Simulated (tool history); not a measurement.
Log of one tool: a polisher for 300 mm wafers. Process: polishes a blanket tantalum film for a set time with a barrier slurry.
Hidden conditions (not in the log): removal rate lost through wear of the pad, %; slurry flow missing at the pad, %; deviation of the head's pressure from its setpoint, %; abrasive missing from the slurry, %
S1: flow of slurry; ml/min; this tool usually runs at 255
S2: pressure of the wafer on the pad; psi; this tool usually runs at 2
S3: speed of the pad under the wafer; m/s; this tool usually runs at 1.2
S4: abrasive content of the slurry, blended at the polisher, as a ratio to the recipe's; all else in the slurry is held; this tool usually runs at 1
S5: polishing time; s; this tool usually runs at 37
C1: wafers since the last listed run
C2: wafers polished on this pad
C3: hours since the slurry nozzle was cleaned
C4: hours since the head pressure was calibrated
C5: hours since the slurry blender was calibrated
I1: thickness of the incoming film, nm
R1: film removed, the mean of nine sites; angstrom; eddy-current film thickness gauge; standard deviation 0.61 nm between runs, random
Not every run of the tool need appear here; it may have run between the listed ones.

{"run": 1, "hour": 0.0, "S1": 255, "S2": 2, "S3": 1.2, "S4": 1, "S5": 46, "C1": 0, "C2": 4618, "C3": 559, "C4": 417.4, "C5": 357.7, "I1": 468.1, "R1": 733}
{"hour": 24.9, "done": "worn pad replaced by a new one"}
{"hour": 107.7, "done": "slurry blender recalibrated"}
{"run": 2, "hour": 108.2, "S1": 255, "S2": 2, "S3": 1.2, "S4": 1, "S5": 37, "C1": 1389, "C2": 1105, "C3": 667.2, "C4": 525.6, "C5": 0.5, "I1": 470.3, "R1": 641}
{"hour": 153.9, "done": "slurry nozzle cleaned"}
{"run": 3, "hour": 178.4, "S1": 255, "S2": 2, "S3": 1.2, "S4": 1, "S5": 37, "C1": 940, "C2": 2046, "C3": 24.5, "C4": 595.8, "C5": 70.7, "I1": 463.7, "R1": 631}
{"run": 4, "hour": 263.0, "S1": 255, "S2": 1.8, "S3": 1.2, "S4": 1.15, "S5": 37, "C1": 1150, "C2": 3197, "C3": 109.1, "C4": 680.4, "C5": 155.3, "I1": 471.6, "R1": 580}
{"run": 5, "hour": 338.1, "S1": 255, "S2": 1.8, "S3": 1.2, "S4": 1.15, "S5": 37, "C1": 1021, "C2": 4218, "C3": 184.2, "C4": 755.5, "C5": 230.4, "I1": 464.3, "R1": 585}
{"hour": 391.2, "done": "worn pad replaced by a new one"}
{"run": 6, "hour": 408.5, "S1": 255, "S2": 1.5, "S3": 1.2, "S4": 1, "S5": 37, "C1": 902, "C2": 234, "C3": 254.6, "C4": 825.9, "C5": 300.8, "I1": 470.5, "R1": 511}
{"run": 7, "hour": 472.0, "S1": 255, "S2": 1.5, "S3": 1.2, "S4": 1, "S5": 37, "C1": 863, "C2": 1098, "C3": 318.1, "C4": 889.4, "C5": 364.3, "I1": 475.2, "R1": 489}
{"hour": 493.4, "done": "slurry blender recalibrated"}
{"run": 8, "hour": 564.7, "S1": 255, "S2": 2.3, "S3": 1.2, "S4": 1, "S5": 37, "C1": 1233, "C2": 2331, "C3": 410.8, "C4": 982.1, "C5": 71.3, "I1": 464, "R1": 729}
{"hour": 635.9, "done": "head pressure recalibrated"}
{"run": 9, "hour": 668.8, "S1": 255, "S2": 2.3, "S3": 1.2, "S4": 1, "S5": 37, "C1": 1388, "C2": 3719, "C3": 514.9, "C4": 32.9, "C5": 175.4, "I1": 465.7, "R1": 717}
{"run": 10, "hour": 732.6, "S1": 255, "S2": 2, "S3": 1.2, "S4": 1, "S5": 37, "C1": 867, "C2": 4587, "C3": 578.7, "C4": 96.7, "C5": 239.2, "I1": 463.1, "R1": 608}
{"run": 11, "hour": 813.0, "S1": 255, "S2": 2, "S3": 1.2, "S4": 1, "S5": 45, "C1": 1093, "C2": 5680, "C3": 659.1, "C4": 177.1, "C5": 319.6, "I1": 472.7, "R1": 727}
{"hour": 829.8, "done": "worn pad replaced by a new one"}
{"hour": 842.7, "done": "slurry nozzle cleaned"}
{"run": 12, "hour": 882.2, "S1": 255, "S2": 2, "S3": 1.2, "S4": 1, "S5": 45, "C1": 872, "C2": 698, "C3": 39.5, "C4": 246.3, "C5": 388.8, "I1": 465.8, "R1": 777}
{"hour": 926.5, "done": "slurry blender recalibrated"}
{"run": 13, "hour": 958.9, "S1": 255, "S2": 1.6, "S3": 1.2, "S4": 1, "S5": 37, "C1": 1015, "C2": 1714, "C3": 116.2, "C4": 323, "C5": 32.4, "I1": 479.9, "R1": 499}
{"run": 14, "hour": 1052.3, "S1": 255, "S2": 1.6, "S3": 1.2, "S4": 1, "S5": 37, "C1": 1270, "C2": 2984, "C3": 209.6, "C4": 416.4, "C5": 125.8, "I1": 465.4, "R1": 485}
{"run": 15, "hour": 1112.7, "S1": 255, "S2": 1.7, "S3": 1.4, "S4": 1, "S5": 45, "C1": 821, "C2": 3806, "C3": 270, "C4": 476.8, "C5": 186.2, "I1": 470, "R1": 681}
{"run": 16, "hour": 1160.8, "S1": 255, "S2": 2.5, "S3": 1.2, "S4": 1, "S5": 37, "C1": 654, "C2": 4460, "C3": 318.1, "C4": 524.9, "C5": 234.3, "I1": 473.5, "R1": 750}
{"hour": 1217.8, "done": "worn pad replaced by a new one"}
{"run": 17, "hour": 1223.7, "S1": 255, "S2": 2, "S3": 1.2, "S4": 1, "S5": 37, "C1": 800, "C2": 80, "C3": 381, "C4": 587.8, "C5": 297.2, "I1": 479.4, "R1": 679}
{"run": 18, "hour": 1275.9, "S1": 220, "S2": 2, "S3": 1.2, "S4": 1, "S5": 25, "C1": 709, "C2": 790, "C3": 433.2, "C4": 640, "C5": 349.4, "I1": 470.4, "R1": 439}
{"run": 19, "hour": 1365.3, "S1": 255, "S2": 2.6, "S3": 1.2, "S4": 1, "S5": 45, "C1": 1215, "C2": 2005, "C3": 522.6, "C4": 729.4, "C5": 438.8, "I1": 474.5, "R1": 985}
{"hour": 1395.5, "done": "slurry blender recalibrated"}
{"run": 20, "hour": 1411.4, "S1": 255, "S2": 2, "S3": 1.2, "S4": 1, "S5": 37, "C1": 599, "C2": 2605, "C3": 568.7, "C4": 775.5, "C5": 15.9, "I1": 477.9, "R1": 626}
{"run": 21, "hour": 1491.4, "S1": 315, "S2": 2, "S3": 1.2, "S4": 1, "S5": 31, "C1": 1087, "C2": 3693, "C3": 648.7, "C4": 855.5, "C5": 95.9, "I1": 466.6, "R1": 526}
{"run": 22, "hour": 1592.8, "S1": 220, "S2": 2, "S3": 1.2, "S4": 1, "S5": 25, "C1": 1378, "C2": 5072, "C3": 750.1, "C4": 956.9, "C5": 197.3, "I1": 466.8, "R1": 406}
{"hour": 1614.2, "done": "slurry nozzle cleaned"}
{"hour": 1660.7, "done": "worn pad replaced by a new one"}
{"run": 23, "hour": 1661.8, "S1": 255, "S2": 2, "S3": 1.2, "S4": 1.1, "S5": 45, "C1": 870, "C2": 14, "C3": 47.6, "C4": 1025.9, "C5": 266.3, "I1": 470.2, "R1": 854}
{"hour": 1707.7, "done": "head pressure recalibrated"}
{"run": 24, "hour": 1727.7, "S1": 255, "S2": 2.7, "S3": 1.2, "S4": 1, "S5": 37, "C1": 868, "C2": 883, "C3": 113.5, "C4": 20, "C5": 332.2, "I1": 467.7, "R1": 868}

Forecast run 25:
{"run": 25, "hour": 1768.4, "S1": 255, "S2": 1.8, "S3": 1.2, "S4": 1.15, "S5": 37, "C1": 553, "C2": 1437, "C3": 154.2, "C4": 60.7, "C5": 372.9, "I1": 463.2, "R1": "?"}

{"run 25": {"R1": 604}}
On a tool with no hidden condition, and with the same random variation, this run would have come out at R1 652 angstrom.
